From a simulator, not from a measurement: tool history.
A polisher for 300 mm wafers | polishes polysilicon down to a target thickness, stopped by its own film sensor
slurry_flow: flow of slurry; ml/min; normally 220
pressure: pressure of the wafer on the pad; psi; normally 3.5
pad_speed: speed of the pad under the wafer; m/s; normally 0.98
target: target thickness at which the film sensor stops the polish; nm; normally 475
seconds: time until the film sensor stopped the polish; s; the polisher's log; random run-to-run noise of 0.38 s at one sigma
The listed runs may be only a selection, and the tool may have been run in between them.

run,day,slurry_flow,pressure,pad_speed,target,wafers since the last listed run,wafers polished on this pad,hours since the slurry nozzle was cleaned,hours since the head pressure was calibrated,"incoming thickness of the incoming film, nm",seconds
1,0.000,220,3.5,0.98,475,0,1428,269.4,457.4,939.3,43.1
# day 0.654: slurry nozzle cleaned
2,1.462,220,3.5,0.98,475,459,1887,19.4,492.5,941.2,40.4
# day 1.792: worn pad replaced by a new one
3,2.812,220,2.8,0.98,475,382,330,51.8,524.9,932.8,46.5
4,3.612,220,3.5,0.98,475,258,589,71.0,544.1,956.2,43.3
5,4.633,220,3.5,0.98,475,329,918,95.5,568.6,937.7,42.3
6,5.258,185,3.5,0.98,475,201,1120,110.5,583.6,960.7,45.8
7,6.358,185,3.5,0.98,475,355,1476,136.9,610.0,943.5,44.3
8,7.062,185,3.5,0.98,475,227,1703,153.8,626.9,950.9,45.8
9,8.000,220,3.5,0.98,475,302,2006,176.3,649.4,953.2,44.1
# day 8.250: worn pad replaced by a new one
10,8.812,220,3.5,0.98,475,208,181,195.8,668.9,954.7,44.5
11,10.062,220,3.5,0.98,381,403,585,225.8,698.9,930.3,51.5
12,11.038,220,3.5,0.98,475,315,900,249.2,722.3,936.6,43.4
13,12.242,220,3.5,0.98,475,389,1290,278.1,751.2,955.5,45.4
# day 12.467: slurry nozzle cleaned
# day 13.342: worn pad replaced by a new one
14,13.362,220,3.5,0.98,475,294,6,21.5,778.1,957.8,41.8
15,13.858,170,2.8,0.76,421,160,166,33.4,790.0,967.6,72.6
16,15.062,220,3.5,0.98,475,389,555,62.3,818.9,942.9,41.3
# day 15.900: head pressure recalibrated
17,16.496,220,3.5,0.98,475,436,991,96.7,14.3,946.8,42.4
18,17.450,255,2.4,0.98,475,308,1300,119.6,37.2,952.4,51.7
19,18.167,220,3.5,0.88,475,231,1531,136.8,54.4,933.9,45.8
20,18.904,220,3.5,1.18,475,238,1770,154.5,72.1,963.0,37.9
# day 19.342: worn pad replaced by a new one
21,19.658,240,3.5,0.64,541,189,102,172.6,90.2,947.2,55.9
22,20.817,220,2.8,0.98,310,374,477,200.4,118.0,948.1,67.5
23,21.917,160,4.5,0.98,475,355,832,226.8,144.4,958.9,41.4
24,22.771,220,3.5,0.88,419,276,1108,247.3,164.9,953.2,55.1
25,24.104,220,3.1,0.98,619,430,1539,279.3,196.9,941.3,32.8
# day 24.267: slurry nozzle cleaned
26,24.875,180,4.4,1.24,520,235,1775,14.6,215.4,934.3,25.6
# day 25.392: worn pad replaced by a new one
27,26.208,170,2.8,0.76,421,377,263,46.6,247.4,965.3,74.7
28,27.433,220,3.9,0.98,475,395,659,76.0,276.8,949.1,40.5
29,28.254,175,2.8,0.80,327,265,924,95.7,296.5,948.7,83.2

The tool's hidden state at each run:
removal rate lost through wear of the pad, %: 0 on each run
deviation of the head's pressure from its setpoint, %: 0 on each run
H1: slurry flow missing at the pad, %
run,H1
1,38.1
2,9.49
3,18.7
4,22.9
5,27.2
6,29.3
7,32.4
8,33.9
9,35.6
10,36.8
11,38.2
12,39
13,39.8
14,7.97
15,11.6
16,18.9
17,25.1
18,28.2
19,30.1
20,31.7
21,33.1
22,34.8
23,36
24,36.7
25,37.6
26,9.59
27,19.2
28,25.6
29,29

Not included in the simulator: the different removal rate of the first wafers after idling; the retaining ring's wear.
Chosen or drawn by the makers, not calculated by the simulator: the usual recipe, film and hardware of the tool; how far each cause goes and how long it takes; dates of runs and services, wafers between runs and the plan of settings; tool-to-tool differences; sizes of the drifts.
